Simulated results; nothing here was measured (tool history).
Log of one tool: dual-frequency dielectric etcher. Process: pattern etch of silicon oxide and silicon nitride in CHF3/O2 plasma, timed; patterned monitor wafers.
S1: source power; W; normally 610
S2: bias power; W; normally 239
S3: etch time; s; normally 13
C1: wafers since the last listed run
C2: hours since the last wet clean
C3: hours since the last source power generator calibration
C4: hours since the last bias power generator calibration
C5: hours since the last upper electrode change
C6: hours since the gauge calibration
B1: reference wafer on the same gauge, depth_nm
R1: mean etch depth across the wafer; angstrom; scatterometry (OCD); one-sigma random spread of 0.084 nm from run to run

Run 1, hour 0: usual settings; C1 0; C2 495.6; C3 2161.9; C4 1521.4; C5 4902.4; C6 13.8; B1 16.78. Result: R1 198.4 angstrom.
Run 2, hour 13.8: usual settings but S1 650 W; C1 154; C2 509.4; C3 2175.7; C4 1535.2; C5 4916.2; C6 27.6; B1 16.78. Result: R1 201.6 angstrom.
Run 3, hour 22: usual settings but S1 650 W; C1 91; C2 517.6; C3 2183.9; C4 1543.4; C5 4924.4; C6 35.8; B1 16.79. Result: R1 203.2 angstrom.
Run 4, hour 71.6: usual settings but S1 650 W; C1 553; C2 567.2; C3 2233.5; C4 1593; C5 4974; C6 85.4; B1 16.79. Result: R1 205.1 angstrom.
Run 5, hour 78.1: usual settings but S3 16 s; C1 72; C2 573.7; C3 2240; C4 1599.5; C5 4980.5; C6 91.9; B1 16.81. Result: R1 245.6 angstrom.
Run 6, hour 90.5: usual settings; C1 138; C2 586.1; C3 2252.4; C4 1611.9; C5 4992.9; C6 104.3; B1 16.8. Result: R1 200.7 angstrom.
At hour 104.1: source power generator calibrated.
Run 7, hour 107.9: usual settings; C1 149; C2 603.5; C3 3.8; C4 1629.3; C5 5010.3; C6 121.7; B1 16.81. Result: R1 199.8 angstrom.
Run 8, hour 120.6: usual settings; C1 141; C2 616.2; C3 16.5; C4 1642; C5 5023; C6 134.4; B1 16.79. Result: R1 199.3 angstrom.
At hour 129.8: bias power generator calibrated.
At hour 150.4: gauge calibrated.
At hour 152.4: upper electrode replaced.
Run 9, hour 152.9: usual settings; C1 62; C2 648.5; C3 48.8; C4 23.1; C5 0.5; C6 2.5; B1 16.8. Result: R1 201 angstrom.
Run 10, hour 153.3: usual settings; C1 4; C2 648.9; C3 49.2; C4 23.5; C5 0.9; C6 2.9; B1 16.79. Result: R1 199.7 angstrom.
Run 11, hour 161.2: usual settings; C1 88; C2 656.8; C3 57.1; C4 31.4; C5 8.8; C6 10.8; B1 16.82. Result: R1 199.7 angstrom.
At hour 199.6: wet clean of the chamber.
Run 12, hour 200.1: usual settings but S2 186 W, S3 10.5 s; C1 166; C2 0.5; C3 96; C4 70.3; C5 47.7; C6 49.7; B1 16.81. Result: R1 143.1 angstrom.
Run 13, hour 205.7: usual settings; C1 62; C2 6.1; C3 101.6; C4 75.9; C5 53.3; C6 55.3; B1 16.82. Result: R1 194.3 angstrom.
Run 14, hour 211.8: usual settings but S2 267 W, S3 10.5 s; C1 68; C2 12.2; C3 107.7; C4 82; C5 59.4; C6 61.4; B1 16.8. Result: R1 162.9 angstrom.
Run 15, hour 225.6: usual settings but S1 750 W, S2 223 W, S3 9 s; C1 154; C2 26; C3 121.5; C4 95.8; C5 73.2; C6 75.2; B1 16.81. Result: R1 141.8 angstrom.
Run 16, hour 235.2: usual settings; C1 107; C2 35.6; C3 131.1; C4 105.4; C5 82.8; C6 84.8; B1 16.79. Result: R1 194.8 angstrom.
Run 17, hour 242: usual settings but S1 650 W; C1 75; C2 42.4; C3 137.9; C4 112.2; C5 89.6; C6 91.6; B1 16.81. Result: R1 198.3 angstrom.
Run 18, hour 251.1: usual settings but S1 520 W, S2 288 W, S3 9 s; C1 101; C2 51.5; C3 147; C4 121.3; C5 98.7; C6 100.7; B1 16.82. Result: R1 135 angstrom.
Run 19, hour 259: usual settings but S1 530 W, S2 258 W, S3 11 s; C1 88; C2 59.4; C3 154.9; C4 129.2; C5 106.6; C6 108.6; B1 16.79. Result: R1 160.5 angstrom.
Run 20, hour 274.5: usual settings but S2 197 W, S3 16 s; C1 173; C2 74.9; C3 170.4; C4 144.7; C5 122.1; C6 124.1; B1 16.78. Result: R1 224.7 angstrom.

Take each entry between the runs: how does the hidden state at the last listed run before it differ from the hidden state at the first listed run after it?
In the gap between runs 6 and 7: source power generator calibrated (hour 104.1)
  etch rate over this chamber's usual, %: 4.28 -> 4.43
  measured less the result without the state, R1: +8.2 -> +8.4 angstrom
In the gap between runs 8 and 9: bias power generator calibrated (hour 129.8); gauge calibrated (hour 150.4); upper electrode replaced (hour 152.4)
  etch rate over this chamber's usual, %: 4.53 -> 4.8
  measured less the result without the state, R1: +8.6 -> +9.2 angstrom
In the gap between runs 11 and 12: wet clean of the chamber (hour 199.6)
  etch rate over this chamber's usual, %: 4.87 -> 1.02
  measured less the result without the state, R1: +9.3 -> +1.4 angstrom

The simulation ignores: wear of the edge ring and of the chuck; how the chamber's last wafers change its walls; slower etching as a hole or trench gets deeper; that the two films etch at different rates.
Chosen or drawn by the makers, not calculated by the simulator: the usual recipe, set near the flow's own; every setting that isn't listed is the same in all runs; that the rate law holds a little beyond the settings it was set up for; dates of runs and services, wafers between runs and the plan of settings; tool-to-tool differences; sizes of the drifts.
